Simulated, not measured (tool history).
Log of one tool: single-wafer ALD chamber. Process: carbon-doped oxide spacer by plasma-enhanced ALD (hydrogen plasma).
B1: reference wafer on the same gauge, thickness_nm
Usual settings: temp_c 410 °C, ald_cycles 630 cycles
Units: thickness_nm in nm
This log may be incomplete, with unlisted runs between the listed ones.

run 1 day=0.000 | temp_c=410 ald_cycles=630 | B1=33.002 | thickness_nm=33.403
run 2 day=1.762 | temp_c=417 ald_cycles=630 | B1=33.000 | thickness_nm=32.834
run 3 day=4.288 | temp_c=410 ald_cycles=630 | B1=33.006 | thickness_nm=33.473
run 4 day=8.038 | temp_c=410 ald_cycles=630 | B1=32.996 | thickness_nm=33.531
run 5 day=12.233 | temp_c=410 ald_cycles=630 | B1=32.976 | thickness_nm=33.047
run 6 day=14.379 | temp_c=410 ald_cycles=630 | B1=33.001 | thickness_nm=33.345
run 7 day=18.862 | temp_c=410 ald_cycles=630 | B1=33.004 | thickness_nm=33.259
run 8 day=20.733 | temp_c=410 ald_cycles=630 | B1=32.986 | thickness_nm=33.170
run 9 day=22.579 | temp_c=410 ald_cycles=576 | B1=32.994 | thickness_nm=30.430
run 10 day=25.692 | temp_c=410 ald_cycles=576 | B1=33.010 | thickness_nm=30.484
run 11 day=28.129 | temp_c=416 ald_cycles=630 | B1=32.991 | thickness_nm=32.627
run 12 day=31.888 | temp_c=416 ald_cycles=630 | B1=32.980 | thickness_nm=32.566
run 13 day=34.958 | temp_c=416 ald_cycles=630 | B1=32.991 | thickness_nm=32.637
run 14 day=36.542 | temp_c=410 ald_cycles=630 | B1=33.005 | thickness_nm=33.208
run 15 day=40.567 | temp_c=410 ald_cycles=630 | B1=32.999 | thickness_nm=33.328
run 16 day=44.683 | temp_c=410 ald_cycles=630 | B1=32.997 | thickness_nm=33.009
run 17 day=46.883 | temp_c=415 ald_cycles=630 | B1=32.978 | thickness_nm=32.275
run 18 day=50.292 | temp_c=410 ald_cycles=630 | B1=32.993 | thickness_nm=32.991
run 19 day=53.933 | temp_c=410 ald_cycles=630 | B1=33.004 | thickness_nm=33.053
-- day=55.542 thermocouple changed; heater temperature recalibrated
run 20 day=57.283 | temp_c=410 ald_cycles=543 | B1=32.998 | thickness_nm=28.877
run 21 day=60.646 | temp_c=418 ald_cycles=521 | B1=32.999 | thickness_nm=26.954
run 22 day=63.354 | temp_c=418 ald_cycles=521 | B1=33.008 | thickness_nm=27.077
run 23 day=67.246 | temp_c=418 ald_cycles=579 | B1=32.992 | thickness_nm=30.007
run 24 day=69.792 | temp_c=410 ald_cycles=630 | B1=32.987 | thickness_nm=33.657
run 25 day=73.904 | temp_c=410 ald_cycles=702 | B1=32.982 | thickness_nm=37.188
run 26 day=76.925 | temp_c=422 ald_cycles=506 | B1=33.014 | thickness_nm=25.881
run 27 day=80.358 | temp_c=410 ald_cycles=630 | B1=33.000 | thickness_nm=33.708
run 28 day=84.829 | temp_c=402 ald_cycles=571 | B1=32.995 | thickness_nm=31.245
run 29 day=87.158 | temp_c=415 ald_cycles=545 | B1=32.997 | thickness_nm=28.339
run 30 day=91.229 | temp_c=410 ald_cycles=578 | B1=33.000 | thickness_nm=30.912
run 31 day=94.788 | temp_c=403 ald_cycles=537 | B1=33.007 | thickness_nm=29.419
run 32 day=96.333 | temp_c=410 ald_cycles=728 | B1=32.987 | thickness_nm=38.599
-- day=99.892 gauge calibrated
run 33 day=100.321 | temp_c=415 ald_cycles=691 | B1=32.966 | thickness_nm=36.115
run 34 day=102.875 | temp_c=396 ald_cycles=536 | B1=33.006 | thickness_nm=29.510
run 35 day=104.862 | temp_c=425 ald_cycles=563 | B1=33.005 | thickness_nm=28.349
run 36 day=115.196 | temp_c=418 ald_cycles=521 | B1=32.995 | thickness_nm=26.734
run 37 day=127.517 | temp_c=402 ald_cycles=522 | B1=33.005 | thickness_nm=28.217
run 38 day=129.104 | temp_c=401 ald_cycles=569 | B1=33.015 | thickness_nm=30.838
run 39 day=132.521 | temp_c=404 ald_cycles=667 | B1=33.014 | thickness_nm=35.898
run 40 day=136.288 | temp_c=405 ald_cycles=630 | B1=32.978 | thickness_nm=33.770
run 41 day=138.883 | temp_c=419 ald_cycles=692 | B1=33.007 | thickness_nm=34.863

For each run, the measured value with the value that run would have given without the tool's hidden condition subtracted. The run-to-run variation is shared by both, the gauge scatter possibly not:
Hidden state at play: wafer temperature above the value expected at the setpoint (K); gauge reads high (%).
run=1 thickness_nm=-0.070
run=2 thickness_nm=-0.078
run=3 thickness_nm=-0.088
run=4 thickness_nm=-0.106
run=5 thickness_nm=-0.129
run=6 thickness_nm=-0.143
run=7 thickness_nm=-0.173
run=8 thickness_nm=-0.187
run=9 thickness_nm=-0.184
run=10 thickness_nm=-0.208
run=11 thickness_nm=-0.249
run=12 thickness_nm=-0.285
run=13 thickness_nm=-0.316
run=14 thickness_nm=-0.332
run=15 thickness_nm=-0.378
run=16 thickness_nm=-0.423
run=17 thickness_nm=-0.449
run=18 thickness_nm=-0.495
run=19 thickness_nm=-0.546
run=20 thickness_nm=+0.088
run=21 thickness_nm=+0.084
run=22 thickness_nm=+0.081
run=23 thickness_nm=+0.083
run=24 thickness_nm=+0.085
run=25 thickness_nm=+0.079
run=26 thickness_nm=+0.048
run=27 thickness_nm=+0.045
run=28 thickness_nm=+0.019
run=29 thickness_nm=+0.008
run=30 thickness_nm=-0.016
run=31 thickness_nm=-0.037
run=32 thickness_nm=-0.063
run=33 thickness_nm=-0.096
run=34 thickness_nm=+0.000
run=35 thickness_nm=-0.115
run=36 thickness_nm=-0.194
run=37 thickness_nm=-0.322
run=38 thickness_nm=-0.347
run=39 thickness_nm=-0.488
run=40 thickness_nm=-0.519
run=41 thickness_nm=-0.608
